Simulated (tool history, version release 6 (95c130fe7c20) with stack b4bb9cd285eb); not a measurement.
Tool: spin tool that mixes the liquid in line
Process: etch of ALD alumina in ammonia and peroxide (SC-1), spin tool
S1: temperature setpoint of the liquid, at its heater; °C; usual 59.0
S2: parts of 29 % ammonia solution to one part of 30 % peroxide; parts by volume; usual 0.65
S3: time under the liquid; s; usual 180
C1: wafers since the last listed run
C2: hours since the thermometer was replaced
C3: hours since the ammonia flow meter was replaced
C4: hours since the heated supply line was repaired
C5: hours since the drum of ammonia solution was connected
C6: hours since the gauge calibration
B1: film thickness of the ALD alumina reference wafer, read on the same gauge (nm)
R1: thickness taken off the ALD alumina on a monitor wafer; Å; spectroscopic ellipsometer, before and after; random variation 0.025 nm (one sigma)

Run 1, hour 0.0: usual settings; C1 0; C2 1918.7; C3 2051.5; C4 2304.4; C5 167.0; C6 43.3; B1 100.02. Result: R1 113.2 Å.
Run 2, hour 16.2: usual settings; C1 82; C2 1934.9; C3 2067.7; C4 2320.6; C5 183.2; C6 59.5; B1 99.95. Result: R1 112.9 Å.
Run 3, hour 27.1: usual settings; C1 55; C2 1945.8; C3 2078.6; C4 2331.5; C5 194.1; C6 70.4; B1 99.96. Result: R1 112.9 Å.
Run 4, hour 42.8: usual settings; C1 79; C2 1961.5; C3 2094.3; C4 2347.2; C5 209.8; C6 86.1; B1 99.98. Result: R1 112.8 Å.
At hour 44.9: thermometer replaced.
At hour 48.8: gauge calibrated.
Run 5, hour 51.2: usual settings but S1 56.0 °C; C1 37; C2 6.3; C3 2102.7; C4 2355.6; C5 218.2; C6 2.4; B1 99.99. Result: R1 85.4 Å.
Run 6, hour 61.3: usual settings but S1 56.0 °C; C1 51; C2 16.4; C3 2112.8; C4 2365.7; C5 228.3; C6 12.5; B1 100.01. Result: R1 85.7 Å.
At hour 63.9: heated supply line repaired.
At hour 66.6: new drum of ammonia solution connected.
Run 7, hour 71.6: usual settings but S3 115 s; C1 42; C2 26.7; C3 2123.1; C4 7.7; C5 5.0; C6 22.8; B1 100.00. Result: R1 81.2 Å.
At hour 88.6: ammonia flow meter replaced.
Run 8, hour 89.1: usual settings but S1 53.5 °C; C1 84; C2 44.2; C3 0.5; C4 25.2; C5 22.5; C6 40.3; B1 99.99. Result: R1 95.2 Å.
Run 9, hour 97.6: usual settings but S1 55.0 °C; C1 43; C2 52.7; C3 9.0; C4 33.7; C5 31.0; C6 48.8; B1 100.01. Result: R1 103.0 Å.
Run 10, hour 113.8: usual settings but S1 50.5 °C, S2 0.40 parts by volume, S3 270 s; C1 82; C2 68.9; C3 25.2; C4 49.9; C5 47.2; C6 65.0; B1 99.95. Result: R1 115.8 Å.
Run 11, hour 120.8: usual settings but S3 70 s; C1 35; C2 75.9; C3 32.2; C4 56.9; C5 54.2; C6 72.0; B1 99.94. Result: R1 49.6 Å.
Run 12, hour 127.9: usual settings but S1 50.0 °C, S2 0.80 parts by volume; C1 36; C2 83.0; C3 39.3; C4 64.0; C5 61.3; C6 79.1; B1 100.01. Result: R1 80.2 Å.
At hour 131.2: gauge calibrated.
Run 13, hour 137.1: usual settings; C1 46; C2 92.2; C3 48.5; C4 73.2; C5 70.5; C6 5.9; B1 100.02. Result: R1 127.0 Å.
Run 14, hour 149.1: usual settings but S1 63.5 °C, S2 0.40 parts by volume, S3 85 s; C1 61; C2 104.2; C3 60.5; C4 85.2; C5 82.5; C6 17.9; B1 99.99. Result: R1 72.1 Å.

5 ways to go on from here, each from the tool as it stands after run 14. What would each give?
Run A, hour 149.6: usual settings; C1 2; C2 104.7; C3 61.0; C4 85.7; C5 83.0; C6 18.4; B1 ?. Result: R1 ?.
Run B, hour 149.6: usual settings but S1 64.5 °C, S2 0.75 parts by volume; C1 2; C2 104.7; C3 61.0; C4 85.7; C5 83.0; C6 18.4; B1 ?. Result: R1 ?.
Run C, hour 149.6: usual settings but S1 63.5 °C, S2 0.40 parts by volume, S3 225 s; C1 2; C2 104.7; C3 61.0; C4 85.7; C5 83.0; C6 18.4; B1 ?. Result: R1 ?.
Run D, hour 149.6: usual settings but S1 62.0 °C, S3 80 s; C1 2; C2 104.7; C3 61.0; C4 85.7; C5 83.0; C6 18.4; B1 ?. Result: R1 ?.
Run E, hour 149.6: usual settings but S1 52.5 °C; C1 2; C2 104.7; C3 61.0; C4 85.7; C5 83.0; C6 18.4; B1 ?. Result: R1 ?.

run     B1     R1
  A  99.98  126.8
  B  99.98  169.9
  C  99.98  190.4
  D  99.98   65.7
  E  99.98   89.9
Without the tool's hidden state the same runs would have given:
run     R1
  A  127.2
  B  170.5
  C  191.0
  D   65.9
  E   90.2
